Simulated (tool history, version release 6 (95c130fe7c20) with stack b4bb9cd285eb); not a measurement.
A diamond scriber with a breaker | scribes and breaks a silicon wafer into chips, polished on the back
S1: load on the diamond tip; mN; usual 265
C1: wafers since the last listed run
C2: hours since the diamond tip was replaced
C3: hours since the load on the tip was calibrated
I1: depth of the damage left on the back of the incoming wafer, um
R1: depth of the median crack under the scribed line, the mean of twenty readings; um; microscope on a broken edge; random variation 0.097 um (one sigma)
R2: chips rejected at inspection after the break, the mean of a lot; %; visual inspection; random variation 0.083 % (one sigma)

run    hour   S1   C1     C2      C3    I1    R1    R2
  1       0  302    0  480.8   476.8  0.03  7.24  1.79
        7.1  -- diamond tip replaced by a new one
  2    31.8  302   76   24.7   508.6  0.02  8.35  3.52
  3    68.7  302   94   61.6   545.5  0.03  7.88  3.27
  4      94  210   64   86.9   570.8  0.05  6.42  3.18
  5   164.2  265  179  157.1     641  0.05  7.35   1.9
  6   193.8  265   75  186.7   670.6  0.02  7.24  1.94
  7   227.3  265   85  220.2   704.1  0.03  7.11  1.85
  8   290.8  300  162  283.7   767.6  0.04  7.67  2.22
  9   361.7  300  181  354.6   838.5  0.04  7.45   2.2
 10   542.9  300  463  535.8  1019.7  0.01  7.23   1.9
 11   612.6  265  178  605.5  1089.4  0.02  6.51  2.62
 12     648  265   90  640.9  1124.8  0.01  6.73  2.98
      652.1  -- diamond tip replaced by a new one
 13   687.8  265   96   35.7  1164.6  0.04  7.74  2.35
 14   832.1  265  369    180  1308.9  0.01   7.5     2
 15   883.3  265  130  231.2  1360.1  0.02  7.34  1.99
 16   924.8  265  106  272.7  1401.6  0.04  7.28  1.99
 17   961.1  265   92    309  1437.9  0.01  7.35   1.7
 18  1008.6  265  121  356.5  1485.4  0.02  7.26  1.64
 19  1050.6  265  107  398.5  1527.4  0.03  7.01   1.9
 20  1150.8  265  256  498.7  1627.6  0.04  6.98  2.06
 21  1189.9  265   99  537.8  1666.7  0.03  6.89  2.13
     1234.9  -- load on the tip recalibrated
     1240.2  -- diamond tip replaced by a new one
 22  1240.7  311  119    0.5     5.8  0.04  7.79  2.74
 23  1275.6  218   89   35.4    40.7  0.02  6.36  3.51
 24    1345  340  177  104.8   110.1  0.04  8.35  3.95
 25  1411.6  334  170  171.4   176.7  0.01  8.27  3.53
 26  1448.9  233   95  208.7     214  0.04  6.54   2.7
 27  1509.5  339  154  269.3   274.6  0.05  8.17   3.5
 28  1554.3  203  114  314.1   319.4  0.02  5.82  6.02
 29  1595.7  265  105  355.5   360.8  0.02  6.92  2.03
 30  1631.4  302   91  391.2   396.5  0.04  7.45  1.83
 31  1656.1  197   63  415.9   421.2  0.03  5.84  7.18
 32  1722.1  229  168  481.9   487.2  0.01  6.11  3.97
 33  1762.7  265  103  522.5   527.8  0.04  6.69  2.51
     1800.7  -- diamond tip replaced by a new one
 34  1830.9  265  169   30.2     596  0.02   7.6  1.95
 35  1859.1  288   72   58.4   624.2  0.01  7.87  2.65
 36  1886.5  209   70   85.8   651.6  0.03  6.57  2.98
 37  1930.5  296  112  129.8   695.6  0.05  7.89  2.79
 38  1988.4  265  148  187.7   753.5  0.01  7.25  1.96
 39    2110  265  310  309.3   875.1  0.05  7.08  1.91

Hidden state or all else? Some run-to-run changes of R1, split into what the settings, what came in and random variation would give without the hidden state, and what is left for the hidden state (with any gauge scatter that isn't in both results):
The hidden state here: share of the diamond tip's cutting effectiveness lost through wear, %; deviation of the load on the tip from its setpoint, %.
Run 1 -> 2: diamond tip replaced by a new one. R1 +1.11 um: hidden state +0.85, all else +0.26.
Run 12 -> 13: diamond tip replaced by a new one. R1 +1.01 um: hidden state +1.25, all else -0.24.
Run 23 -> 24: S1 218 -> 340. R1 +1.99 um: hidden state -0.06, all else +2.05.
Run 25 -> 26: S1 334 -> 233. R1 -1.73 um: hidden state +0, all else -1.73.
Run 27 -> 28: S1 339 -> 203. R1 -2.35 um: hidden state +0.02, all else -2.37.
Run 33 -> 34: diamond tip replaced by a new one. R1 +0.91 um: hidden state +0.86, all else +0.05.

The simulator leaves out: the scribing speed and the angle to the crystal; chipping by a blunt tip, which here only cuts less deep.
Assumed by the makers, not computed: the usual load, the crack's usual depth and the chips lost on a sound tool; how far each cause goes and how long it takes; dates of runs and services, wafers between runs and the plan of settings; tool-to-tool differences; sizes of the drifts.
